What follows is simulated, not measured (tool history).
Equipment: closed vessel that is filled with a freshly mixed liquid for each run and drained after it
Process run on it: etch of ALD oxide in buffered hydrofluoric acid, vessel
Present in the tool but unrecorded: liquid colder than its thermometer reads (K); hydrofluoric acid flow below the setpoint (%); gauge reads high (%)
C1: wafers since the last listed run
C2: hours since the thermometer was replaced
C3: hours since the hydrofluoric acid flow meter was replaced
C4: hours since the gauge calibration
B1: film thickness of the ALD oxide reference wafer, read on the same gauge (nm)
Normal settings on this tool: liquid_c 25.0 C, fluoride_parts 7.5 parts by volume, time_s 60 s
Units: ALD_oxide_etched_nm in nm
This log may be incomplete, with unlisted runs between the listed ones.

run 1 hour=0.0 | liquid_c=25.0 fluoride_parts=8.0 time_s=60 | C1=0 C2=2490.3 C3=1741.4 C4=116.5 | B1=100.00 | ALD_oxide_etched_nm=152.92
-- hour=0.6 gauge calibrated
run 2 hour=8.7 | liquid_c=25.0 fluoride_parts=7.5 time_s=60 | C1=1069 C2=2499.0 C3=1750.1 C4=8.1 | B1=100.01 | ALD_oxide_etched_nm=162.41
run 3 hour=17.1 | liquid_c=25.0 fluoride_parts=7.5 time_s=60 | C1=1033 C2=2507.4 C3=1758.5 C4=16.5 | B1=100.01 | ALD_oxide_etched_nm=164.69
run 4 hour=24.4 | liquid_c=25.0 fluoride_parts=7.5 time_s=60 | C1=897 C2=2514.7 C3=1765.8 C4=23.8 | B1=100.04 | ALD_oxide_etched_nm=162.14
run 5 hour=32.2 | liquid_c=25.0 fluoride_parts=7.5 time_s=60 | C1=959 C2=2522.5 C3=1773.6 C4=31.6 | B1=100.02 | ALD_oxide_etched_nm=164.81
run 6 hour=40.1 | liquid_c=25.0 fluoride_parts=7.5 time_s=60 | C1=971 C2=2530.4 C3=1781.5 C4=39.5 | B1=100.01 | ALD_oxide_etched_nm=163.31
run 7 hour=49.9 | liquid_c=25.0 fluoride_parts=7.5 time_s=60 | C1=1205 C2=2540.2 C3=1791.3 C4=49.3 | B1=100.03 | ALD_oxide_etched_nm=162.89
run 8 hour=66.2 | liquid_c=25.0 fluoride_parts=7.5 time_s=60 | C1=2004 C2=2556.5 C3=1807.6 C4=65.6 | B1=99.98 | ALD_oxide_etched_nm=161.63
run 9 hour=77.1 | liquid_c=25.0 fluoride_parts=7.5 time_s=50 | C1=1340 C2=2567.4 C3=1818.5 C4=76.5 | B1=100.00 | ALD_oxide_etched_nm=136.39
-- hour=81.5 hydrofluoric acid flow meter replaced
run 10 hour=92.7 | liquid_c=25.0 fluoride_parts=5.5 time_s=90 | C1=1795 C2=2583.0 C3=11.2 C4=92.1 | B1=99.98 | ALD_oxide_etched_nm=328.45
-- hour=95.5 thermometer replaced
run 11 hour=110.5 | liquid_c=27.0 fluoride_parts=7.5 time_s=60 | C1=2066 C2=15.0 C3=29.0 C4=109.9 | B1=100.03 | ALD_oxide_etched_nm=180.43
run 12 hour=128.4 | liquid_c=25.0 fluoride_parts=8.0 time_s=60 | C1=2201 C2=32.9 C3=46.9 C4=127.8 | B1=99.97 | ALD_oxide_etched_nm=151.81
-- hour=129.6 gauge calibrated
run 13 hour=154.5 | liquid_c=25.0 fluoride_parts=9.5 time_s=30 | C1=3209 C2=59.0 C3=73.0 C4=24.9 | B1=100.02 | ALD_oxide_etched_nm=65.68
run 14 hour=164.6 | liquid_c=28.5 fluoride_parts=9.5 time_s=90 | C1=1242 C2=69.1 C3=83.1 C4=35.0 | B1=100.01 | ALD_oxide_etched_nm=231.19
run 15 hour=181.2 | liquid_c=21.5 fluoride_parts=7.5 time_s=60 | C1=2041 C2=85.7 C3=99.7 C4=51.6 | B1=99.98 | ALD_oxide_etched_nm=135.63
run 16 hour=196.7 | liquid_c=23.5 fluoride_parts=9.0 time_s=30 | C1=1906 C2=101.2 C3=115.2 C4=67.1 | B1=100.02 | ALD_oxide_etched_nm=62.16
run 17 hour=213.9 | liquid_c=25.0 fluoride_parts=5.5 time_s=90 | C1=2115 C2=118.4 C3=132.4 C4=84.3 | B1=99.96 | ALD_oxide_etched_nm=325.07
run 18 hour=222.1 | liquid_c=25.0 fluoride_parts=5.5 time_s=80 | C1=1008 C2=126.6 C3=140.6 C4=92.5 | B1=99.98 | ALD_oxide_etched_nm=288.75
run 19 hour=237.7 | liquid_c=25.0 fluoride_parts=7.5 time_s=60 | C1=1918 C2=142.2 C3=156.2 C4=108.1 | B1=99.97 | ALD_oxide_etched_nm=162.68

Take each entry between the runs: how does the hidden state at the last listed run before it differ from the hidden state at the first listed run after it?
Run 1 -> run 2: gauge calibrated (hour 0.6)
  no hidden state differs between the two runs
Run 9 -> run 10: hydrofluoric acid flow meter replaced (hour 81.5)
  no hidden state differs between the two runs
Run 10 -> run 11: thermometer replaced (hour 95.5)
  no hidden state differs between the two runs
Run 12 -> run 13: gauge calibrated (hour 129.6)
  no hidden state differs between the two runs

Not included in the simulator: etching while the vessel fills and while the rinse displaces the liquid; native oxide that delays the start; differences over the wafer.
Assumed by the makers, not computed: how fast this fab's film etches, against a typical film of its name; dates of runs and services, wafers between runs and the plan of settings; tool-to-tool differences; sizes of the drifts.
